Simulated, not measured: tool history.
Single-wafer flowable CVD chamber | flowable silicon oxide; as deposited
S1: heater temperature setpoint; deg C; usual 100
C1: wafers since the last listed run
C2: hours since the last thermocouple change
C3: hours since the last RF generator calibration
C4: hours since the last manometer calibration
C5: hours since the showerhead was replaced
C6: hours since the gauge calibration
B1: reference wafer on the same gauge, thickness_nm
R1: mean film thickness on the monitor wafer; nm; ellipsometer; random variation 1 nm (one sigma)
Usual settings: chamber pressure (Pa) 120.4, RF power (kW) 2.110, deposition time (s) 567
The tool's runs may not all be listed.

{"run": 1, "hour": 0.0, "S1": 100, "chamber pressure (Pa)": 120.4, "RF power (kW)": 2.11, "deposition time (s)": 567, "C1": 0, "C2": 882.9, "C3": 1224.9, "C4": 89.0, "C5": 5110.7, "C6": 1075.4, "B1": 407.02, "R1": 423.774}
{"run": 2, "hour": 46.2, "S1": 100, "chamber pressure (Pa)": 120.4, "RF power (kW)": 2.11, "deposition time (s)": 567, "C1": 123, "C2": 929.1, "C3": 1271.1, "C4": 135.2, "C5": 5156.9, "C6": 1121.6, "B1": 407.316, "R1": 425.46}
{"run": 3, "hour": 88.2, "S1": 100, "chamber pressure (Pa)": 120.4, "RF power (kW)": 2.11, "deposition time (s)": 567, "C1": 112, "C2": 971.1, "C3": 1313.1, "C4": 177.2, "C5": 5198.9, "C6": 1163.6, "B1": 407.329, "R1": 423.203}
{"run": 4, "hour": 183.7, "S1": 100, "chamber pressure (Pa)": 120.4, "RF power (kW)": 2.11, "deposition time (s)": 567, "C1": 256, "C2": 1066.6, "C3": 1408.6, "C4": 272.7, "C5": 5294.4, "C6": 1259.1, "B1": 407.565, "R1": 424.439}
{"run": 5, "hour": 273.8, "S1": 100, "chamber pressure (Pa)": 120.4, "RF power (kW)": 2.11, "deposition time (s)": 567, "C1": 241, "C2": 1156.7, "C3": 1498.7, "C4": 362.8, "C5": 5384.5, "C6": 1349.2, "B1": 408.581, "R1": 427.559}
{"run": 6, "hour": 366.9, "S1": 100, "chamber pressure (Pa)": 120.4, "RF power (kW)": 2.11, "deposition time (s)": 567, "C1": 249, "C2": 1249.8, "C3": 1591.8, "C4": 455.9, "C5": 5477.6, "C6": 1442.3, "B1": 409.634, "R1": 428.044}
{"run": 7, "hour": 474.7, "S1": 100, "chamber pressure (Pa)": 120.4, "RF power (kW)": 2.11, "deposition time (s)": 567, "C1": 289, "C2": 1357.6, "C3": 1699.6, "C4": 563.7, "C5": 5585.4, "C6": 1550.1, "B1": 409.739, "R1": 425.168}
{"run": 8, "hour": 550.1, "S1": 100, "chamber pressure (Pa)": 120.4, "RF power (kW)": 2.11, "deposition time (s)": 567, "C1": 202, "C2": 1433.0, "C3": 1775.0, "C4": 639.1, "C5": 5660.8, "C6": 1625.5, "B1": 410.878, "R1": 427.558}
{"hour": 554.8, "done": "gauge calibrated"}
{"run": 9, "hour": 653.1, "S1": 100, "chamber pressure (Pa)": 120.4, "RF power (kW)": 2.11, "deposition time (s)": 567, "C1": 276, "C2": 1536.0, "C3": 1878.0, "C4": 742.1, "C5": 5763.8, "C6": 98.3, "B1": 400.901, "R1": 419.509}
{"run": 10, "hour": 719.9, "S1": 100, "chamber pressure (Pa)": 120.4, "RF power (kW)": 2.11, "deposition time (s)": 567, "C1": 179, "C2": 1602.8, "C3": 1944.8, "C4": 808.9, "C5": 5830.6, "C6": 165.1, "B1": 401.354, "R1": 420.393}
{"hour": 767.2, "done": "showerhead replaced"}
{"run": 11, "hour": 767.7, "S1": 100, "chamber pressure (Pa)": 120.4, "RF power (kW)": 2.11, "deposition time (s)": 567, "C1": 106, "C2": 1650.6, "C3": 1992.6, "C4": 856.7, "C5": 0.5, "C6": 212.9, "B1": 401.566, "R1": 418.738}
{"run": 12, "hour": 855.9, "S1": 89, "chamber pressure (Pa)": 120.4, "RF power (kW)": 2.11, "deposition time (s)": 567, "C1": 236, "C2": 1738.8, "C3": 2080.8, "C4": 944.9, "C5": 88.7, "C6": 301.1, "B1": 402.382, "R1": 626.764}
{"run": 13, "hour": 935.2, "S1": 100, "chamber pressure (Pa)": 120.4, "RF power (kW)": 2.11, "deposition time (s)": 520, "C1": 212, "C2": 1818.1, "C3": 2160.1, "C4": 1024.2, "C5": 168.0, "C6": 380.4, "B1": 403.135, "R1": 384.834}
{"run": 14, "hour": 1009.1, "S1": 114, "chamber pressure (Pa)": 120.4, "RF power (kW)": 2.11, "deposition time (s)": 567, "C1": 198, "C2": 1892.0, "C3": 2234.0, "C4": 1098.1, "C5": 241.9, "C6": 454.3, "B1": 403.571, "R1": 249.812}
{"run": 15, "hour": 1065.8, "S1": 108, "chamber pressure (Pa)": 146.1, "RF power (kW)": 1.925, "deposition time (s)": 522, "C1": 152, "C2": 1948.7, "C3": 2290.7, "C4": 1154.8, "C5": 298.6, "C6": 511.0, "B1": 403.773, "R1": 341.379}
{"run": 16, "hour": 1166.8, "S1": 92, "chamber pressure (Pa)": 139.3, "RF power (kW)": 1.745, "deposition time (s)": 477, "C1": 270, "C2": 2049.7, "C3": 2391.7, "C4": 1255.8, "C5": 399.6, "C6": 612.0, "B1": 404.404, "R1": 541.986}
{"run": 17, "hour": 1254.5, "S1": 100, "chamber pressure (Pa)": 92.9, "RF power (kW)": 1.97, "deposition time (s)": 493, "C1": 235, "C2": 2137.4, "C3": 2479.4, "C4": 1343.5, "C5": 487.3, "C6": 699.7, "B1": 405.805, "R1": 278.083}
{"hour": 1340.5, "done": "RF generator calibrated"}
{"run": 18, "hour": 1341.0, "S1": 107, "chamber pressure (Pa)": 120.4, "RF power (kW)": 2.11, "deposition time (s)": 653, "C1": 210, "C2": 2223.9, "C3": 0.5, "C4": 1430.0, "C5": 573.8, "C6": 786.2, "B1": 405.544, "R1": 373.377}
{"run": 19, "hour": 1389.0, "S1": 100, "chamber pressure (Pa)": 93.6, "RF power (kW)": 2.11, "deposition time (s)": 567, "C1": 128, "C2": 2271.9, "C3": 48.5, "C4": 1478.0, "C5": 621.8, "C6": 834.2, "B1": 406.137, "R1": 326.986}
{"run": 20, "hour": 1462.7, "S1": 100, "chamber pressure (Pa)": 120.4, "RF power (kW)": 2.11, "deposition time (s)": 567, "C1": 197, "C2": 2345.6, "C3": 122.2, "C4": 1551.7, "C5": 695.5, "C6": 907.9, "B1": 406.299, "R1": 425.116}
{"run": 21, "hour": 1511.0, "S1": 95, "chamber pressure (Pa)": 140.8, "RF power (kW)": 1.765, "deposition time (s)": 567, "C1": 129, "C2": 2393.9, "C3": 170.5, "C4": 1600.0, "C5": 743.8, "C6": 956.2, "B1": 407.343, "R1": 582.959}
{"hour": 1572.6, "done": "capacitance manometer re-zeroed and calibrated"}
{"hour": 1577.5, "done": "thermocouple changed; heater temperature recalibrated"}
{"run": 22, "hour": 1835.0, "S1": 100, "chamber pressure (Pa)": 120.4, "RF power (kW)": 2.11, "deposition time (s)": 567, "C1": 834, "C2": 257.5, "C3": 494.5, "C4": 262.4, "C5": 1067.8, "C6": 1280.2, "B1": 409.374, "R1": 426.576}
{"run": 23, "hour": 1898.8, "S1": 100, "chamber pressure (Pa)": 120.4, "RF power (kW)": 2.11, "deposition time (s)": 567, "C1": 171, "C2": 321.3, "C3": 558.3, "C4": 326.2, "C5": 1131.6, "C6": 1344.0, "B1": 410.235, "R1": 427.374}
{"hour": 1907.8, "done": "gauge calibrated"}
{"run": 24, "hour": 2006.2, "S1": 100, "chamber pressure (Pa)": 120.4, "RF power (kW)": 1.845, "deposition time (s)": 567, "C1": 288, "C2": 428.7, "C3": 665.7, "C4": 433.6, "C5": 1239.0, "C6": 98.4, "B1": 398.532, "R1": 408.146}
{"run": 25, "hour": 2113.4, "S1": 100, "chamber pressure (Pa)": 120.4, "RF power (kW)": 2.11, "deposition time (s)": 658, "C1": 287, "C2": 535.9, "C3": 772.9, "C4": 540.8, "C5": 1346.2, "C6": 205.6, "B1": 399.907, "R1": 484.558}
{"run": 26, "hour": 2164.6, "S1": 100, "chamber pressure (Pa)": 139.6, "RF power (kW)": 2.11, "deposition time (s)": 662, "C1": 137, "C2": 587.1, "C3": 824.1, "C4": 592.0, "C5": 1397.4, "C6": 256.8, "B1": 399.815, "R1": 566.632}
{"run": 27, "hour": 2252.3, "S1": 91, "chamber pressure (Pa)": 145.6, "RF power (kW)": 1.82, "deposition time (s)": 620, "C1": 235, "C2": 674.8, "C3": 911.8, "C4": 679.7, "C5": 1485.1, "C6": 344.5, "B1": 400.081, "R1": 756.962}
{"run": 28, "hour": 2361.0, "S1": 110, "chamber pressure (Pa)": 120.4, "RF power (kW)": 2.11, "deposition time (s)": 489, "C1": 291, "C2": 783.5, "C3": 1020.5, "C4": 788.4, "C5": 1593.8, "C6": 453.2, "B1": 401.421, "R1": 246.598}
{"run": 29, "hour": 2430.0, "S1": 113, "chamber pressure (Pa)": 137.2, "RF power (kW)": 2.33, "deposition time (s)": 619, "C1": 185, "C2": 852.5, "C3": 1089.5, "C4": 857.4, "C5": 1662.8, "C6": 522.2, "B1": 401.771, "R1": 324.088}

Forecast each of these 3 alternatives for the next run:
{"run": "A", "hour": 2430.6, "S1": 100, "chamber pressure (Pa)": 120.4, "RF power (kW)": 2.11, "deposition time (s)": 567, "C1": 1, "C2": 853.1, "C3": 1090.1, "C4": 858.0, "C5": 1663.4, "C6": 522.8, "B1": "?", "R1": "?"}
{"run": "B", "hour": 2430.6, "S1": 100, "chamber pressure (Pa)": 120.4, "RF power (kW)": 2.275, "deposition time (s)": 567, "C1": 1, "C2": 853.1, "C3": 1090.1, "C4": 858.0, "C5": 1663.4, "C6": 522.8, "B1": "?", "R1": "?"}
{"run": "C", "hour": 2430.6, "S1": 109, "chamber pressure (Pa)": 131.3, "RF power (kW)": 2.385, "deposition time (s)": 567, "C1": 1, "C2": 853.1, "C3": 1090.1, "C4": 858.0, "C5": 1663.4, "C6": 522.8, "B1": "?", "R1": "?"}

run=A B1=401.381 R1=419.000
run=B B1=401.381 R1=423.159
run=C B1=401.381 R1=329.883
Without the tool's hidden state the same runs would have given:
run=A R1=416.175
run=B R1=420.307
run=C R1=327.659

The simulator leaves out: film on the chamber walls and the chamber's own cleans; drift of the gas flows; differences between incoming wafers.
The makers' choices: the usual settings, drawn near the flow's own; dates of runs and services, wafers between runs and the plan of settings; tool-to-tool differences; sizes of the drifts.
